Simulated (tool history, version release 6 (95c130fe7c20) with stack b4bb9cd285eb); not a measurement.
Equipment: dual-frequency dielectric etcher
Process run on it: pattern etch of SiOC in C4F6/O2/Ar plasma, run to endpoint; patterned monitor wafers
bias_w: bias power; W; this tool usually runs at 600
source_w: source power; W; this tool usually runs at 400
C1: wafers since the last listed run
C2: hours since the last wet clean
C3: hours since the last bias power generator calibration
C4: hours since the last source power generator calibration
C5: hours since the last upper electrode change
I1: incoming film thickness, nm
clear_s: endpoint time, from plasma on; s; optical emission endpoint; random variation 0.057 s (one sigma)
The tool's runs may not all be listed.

{"run": 1, "day": 0.0, "bias_w": 600, "source_w": 400, "C1": 0, "C2": 120.2, "C3": 2574.7, "C4": 1838.8, "C5": 1649.2, "I1": 41.53, "clear_s": 13.2}
{"run": 2, "day": 2.467, "bias_w": 600, "source_w": 400, "C1": 934, "C2": 179.4, "C3": 2633.9, "C4": 1898.0, "C5": 1708.4, "I1": 41.54, "clear_s": 13.1}
{"run": 3, "day": 3.912, "bias_w": 600, "source_w": 400, "C1": 547, "C2": 214.1, "C3": 2668.6, "C4": 1932.7, "C5": 1743.1, "I1": 42.06, "clear_s": 13.2}
{"run": 4, "day": 5.621, "bias_w": 600, "source_w": 400, "C1": 647, "C2": 255.1, "C3": 2709.6, "C4": 1973.7, "C5": 1784.1, "I1": 41.88, "clear_s": 13.3}
{"run": 5, "day": 8.562, "bias_w": 600, "source_w": 400, "C1": 1114, "C2": 325.7, "C3": 2780.2, "C4": 2044.3, "C5": 1854.7, "I1": 41.85, "clear_s": 13.2}
{"day": 14.004, "done": "wet clean of the chamber"}
{"run": 6, "day": 14.025, "bias_w": 600, "source_w": 400, "C1": 1690, "C2": 0.5, "C3": 2911.3, "C4": 2175.4, "C5": 1985.8, "I1": 41.5, "clear_s": 13.3}
{"run": 7, "day": 15.179, "bias_w": 600, "source_w": 400, "C1": 437, "C2": 28.2, "C3": 2939.0, "C4": 2203.1, "C5": 2013.5, "I1": 41.91, "clear_s": 13.5}
{"run": 8, "day": 17.371, "bias_w": 600, "source_w": 400, "C1": 830, "C2": 80.8, "C3": 2991.6, "C4": 2255.7, "C5": 2066.1, "I1": 41.83, "clear_s": 13.4}
{"run": 9, "day": 19.938, "bias_w": 600, "source_w": 400, "C1": 972, "C2": 142.4, "C3": 3053.2, "C4": 2317.3, "C5": 2127.7, "I1": 41.79, "clear_s": 13.3}
{"run": 10, "day": 21.179, "bias_w": 600, "source_w": 400, "C1": 470, "C2": 172.2, "C3": 3083.0, "C4": 2347.1, "C5": 2157.5, "I1": 41.77, "clear_s": 13.3}
{"day": 24.046, "done": "upper electrode replaced"}
{"run": 11, "day": 24.067, "bias_w": 600, "source_w": 400, "C1": 714, "C2": 241.5, "C3": 3152.3, "C4": 2416.4, "C5": 0.5, "I1": 41.54, "clear_s": 13.3}
{"run": 12, "day": 25.521, "bias_w": 568, "source_w": 400, "C1": 550, "C2": 276.4, "C3": 3187.2, "C4": 2451.3, "C5": 35.4, "I1": 41.44, "clear_s": 13.4}
{"run": 13, "day": 27.112, "bias_w": 568, "source_w": 400, "C1": 602, "C2": 314.6, "C3": 3225.4, "C4": 2489.5, "C5": 73.6, "I1": 41.61, "clear_s": 13.5}
{"run": 14, "day": 29.717, "bias_w": 600, "source_w": 400, "C1": 986, "C2": 377.1, "C3": 3287.9, "C4": 2552.0, "C5": 136.1, "I1": 41.64, "clear_s": 13.1}
{"run": 15, "day": 31.175, "bias_w": 496, "source_w": 440, "C1": 552, "C2": 412.1, "C3": 3322.9, "C4": 2587.0, "C5": 171.1, "I1": 41.38, "clear_s": 13.8}
{"day": 39.121, "done": "wet clean of the chamber"}
{"run": 16, "day": 39.717, "bias_w": 600, "source_w": 400, "C1": 2856, "C2": 14.3, "C3": 3527.9, "C4": 2792.0, "C5": 376.1, "I1": 41.31, "clear_s": 13.2}
{"run": 17, "day": 41.308, "bias_w": 600, "source_w": 400, "C1": 602, "C2": 52.5, "C3": 3566.1, "C4": 2830.2, "C5": 414.3, "I1": 41.91, "clear_s": 13.5}
{"run": 18, "day": 46.021, "bias_w": 501, "source_w": 470, "C1": 1784, "C2": 165.6, "C3": 3679.2, "C4": 2943.3, "C5": 527.4, "I1": 42.25, "clear_s": 14.0}
{"run": 19, "day": 47.979, "bias_w": 476, "source_w": 320, "C1": 741, "C2": 212.6, "C3": 3726.2, "C4": 2990.3, "C5": 574.4, "I1": 41.71, "clear_s": 15.2}
{"run": 20, "day": 49.688, "bias_w": 600, "source_w": 400, "C1": 647, "C2": 253.6, "C3": 3767.2, "C4": 3031.3, "C5": 615.4, "I1": 42.18, "clear_s": 13.4}
{"run": 21, "day": 52.208, "bias_w": 600, "source_w": 400, "C1": 954, "C2": 314.1, "C3": 3827.7, "C4": 3091.8, "C5": 675.9, "I1": 41.44, "clear_s": 13.1}
{"day": 53.396, "done": "bias power generator calibrated"}
{"day": 53.708, "done": "source power generator calibrated"}
{"run": 22, "day": 55.196, "bias_w": 714, "source_w": 340, "C1": 1005, "C2": 385.8, "C3": 43.2, "C4": 35.7, "C5": 747.6, "I1": 41.89, "clear_s": 12.8}
{"run": 23, "day": 56.638, "bias_w": 538, "source_w": 400, "C1": 546, "C2": 420.4, "C3": 77.8, "C4": 70.3, "C5": 782.2, "I1": 41.46, "clear_s": 13.6}
{"run": 24, "day": 58.108, "bias_w": 600, "source_w": 400, "C1": 557, "C2": 455.7, "C3": 113.1, "C4": 105.6, "C5": 817.5, "I1": 41.86, "clear_s": 13.1}
{"run": 25, "day": 59.921, "bias_w": 691, "source_w": 400, "C1": 686, "C2": 499.2, "C3": 156.6, "C4": 149.1, "C5": 861.0, "I1": 41.52, "clear_s": 12.3}
{"run": 26, "day": 61.529, "bias_w": 600, "source_w": 400, "C1": 609, "C2": 537.8, "C3": 195.2, "C4": 187.7, "C5": 899.6, "I1": 42.42, "clear_s": 13.2}
{"day": 63.083, "done": "wet clean of the chamber"}
{"run": 27, "day": 63.646, "bias_w": 664, "source_w": 300, "C1": 422, "C2": 13.5, "C3": 246.0, "C4": 238.5, "C5": 950.4, "I1": 41.53, "clear_s": 13.6}
{"run": 28, "day": 65.338, "bias_w": 518, "source_w": 340, "C1": 640, "C2": 54.1, "C3": 286.6, "C4": 279.1, "C5": 991.0, "I1": 41.39, "clear_s": 14.5}
{"run": 29, "day": 71.871, "bias_w": 600, "source_w": 340, "C1": 2474, "C2": 210.9, "C3": 443.4, "C4": 435.9, "C5": 1147.8, "I1": 41.92, "clear_s": 13.7}

The tool's hidden state at each run:
bias power that arrives over what is set, %: 0 on each run
source power that arrives over what is set, %: 0 on each run
H1: etch rate over this chamber's usual, %
run=1 H1=0.986
run=2 H1=1.34
run=3 H1=1.54
run=4 H1=1.78
run=5 H1=2.2
run=6 H1=-0.245
run=7 H1=-0.0816
run=8 H1=0.229
run=9 H1=0.593
run=10 H1=0.768
run=11 H1=1.18
run=12 H1=1.38
run=13 H1=1.61
run=14 H1=1.98
run=15 H1=2.18
run=16 H1=-0.178
run=17 H1=0.0477
run=18 H1=0.715
run=19 H1=0.993
run=20 H1=1.23
run=21 H1=1.59
run=22 H1=2.02
run=23 H1=2.22
run=24 H1=2.43
run=25 H1=2.68
run=26 H1=2.91
run=27 H1=-0.0874
run=28 H1=0.152
run=29 H1=1.08
